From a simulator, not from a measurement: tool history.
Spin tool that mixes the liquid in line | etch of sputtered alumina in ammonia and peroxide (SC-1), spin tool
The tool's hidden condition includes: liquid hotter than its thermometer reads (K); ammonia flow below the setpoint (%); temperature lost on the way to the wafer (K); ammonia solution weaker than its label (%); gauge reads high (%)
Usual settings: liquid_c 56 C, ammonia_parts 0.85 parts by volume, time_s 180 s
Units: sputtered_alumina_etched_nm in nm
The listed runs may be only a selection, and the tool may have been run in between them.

run,hour,liquid_c,ammonia_parts,time_s,wafers since the last listed run,hours since the thermometer was replaced,hours since the ammonia flow meter was replaced,hours since the heated supply line was repaired,hours since the drum of ammonia solution was connected,hours since the gauge calibration,"read-back film thickness of the sputtered alumina reference wafer, read on the same gauge (nm)",sputtered_alumina_etched_nm
1,0,56,0.85,180,0,28.6,496.9,3508.8,154.8,584,60.62,9.44
2,46.3,56,1.15,180,227,74.9,543.2,3555.1,201.1,630.3,60.68,9.78
3,60,56,1.15,180,67,88.6,556.9,3568.8,214.8,644,60.71,9.69
4,75,56,1.1,85,73,103.6,571.9,3583.8,229.8,659,60.73,4.55
5,88.9,46.5,0.85,180,68,117.5,585.8,3597.7,243.7,672.9,60.71,5.63
6,119.8,56,0.85,180,151,148.4,616.7,3628.6,274.6,703.8,60.8,9.48
7,144.4,50,1.15,125,120,173,641.3,3653.2,299.2,728.4,60.83,4.88
8,157.7,50.5,0.85,260,65,186.3,654.6,3666.5,312.5,741.7,60.83,10.15
# hour 206.9: heated supply line repaired
9,239.3,56,1.05,180,396,267.9,736.2,32.4,394.1,823.3,60.95,9.67
# hour 252: new drum of ammonia solution connected
10,254,56,0.85,180,67,282.6,750.9,47.1,2,838,60.97,9.49
# hour 265.6: ammonia flow meter replaced
11,290.2,52,0.6,230,173,318.8,24.6,83.3,38.2,874.2,60.99,9.45
# hour 310.7: gauge calibrated
12,325.4,52.5,0.85,105,173,354,59.8,118.5,73.4,14.7,60,4.52
13,357.4,59.5,0.6,230,157,386,91.8,150.5,105.4,46.7,60.01,13.79
14,377.4,56,1.2,120,98,406,111.8,170.5,125.4,66.7,60.05,6.44
15,400.3,65,0.85,180,112,428.9,134.7,193.4,148.3,89.6,60.08,14.72
16,415.7,56,0.85,180,75,444.3,150.1,208.8,163.7,105,60.08,9.38
17,438.9,47,0.85,260,114,467.5,173.3,232,186.9,128.2,60.16,8.33
18,452.9,64,1,180,68,481.5,187.3,246,200.9,142.2,60.17,14.29
19,474.2,47,0.85,180,104,502.8,208.6,267.3,222.2,163.5,60.17,5.68
20,503.1,59.5,0.85,240,142,531.7,237.5,296.2,251.1,192.4,60.2,15.05
21,538,56,0.55,220,171,566.6,272.4,331.1,286,227.3,60.24,11.06
22,565.8,56,0.85,180,136,594.4,300.2,358.9,313.8,255.1,60.28,9.37
23,596.7,65.5,0.85,80,151,625.3,331.1,389.8,344.7,286,60.3,6.77
24,621.4,47,0.7,130,121,650,355.8,414.5,369.4,310.7,60.36,4.08
25,643.1,56,0.85,180,106,671.7,377.5,436.2,391.1,332.4,60.36,9.38

Predict each of these 4 candidate next runs independently; none follows another, all start after run 25:
A,643.6,56,0.6,180,2,672.2,378,436.7,391.6,332.9,?,?
B,643.6,56,0.85,225,2,672.2,378,436.7,391.6,332.9,?,?
C,643.6,59.5,1,140,2,672.2,378,436.7,391.6,332.9,?,?
D,643.6,64,0.7,210,2,672.2,378,436.7,391.6,332.9,?,?

run,"read-back film thickness of the sputtered alumina reference wafer, read on the same gauge (nm)",sputtered_alumina_etched_nm
A,60.39,9.12
B,60.39,11.78
C,60.39,8.93
D,60.39,16.28
With no hidden state in the tool, these same runs would have given:
run,sputtered_alumina_etched_nm
A,9.06
B,11.71
C,8.88
D,16.18
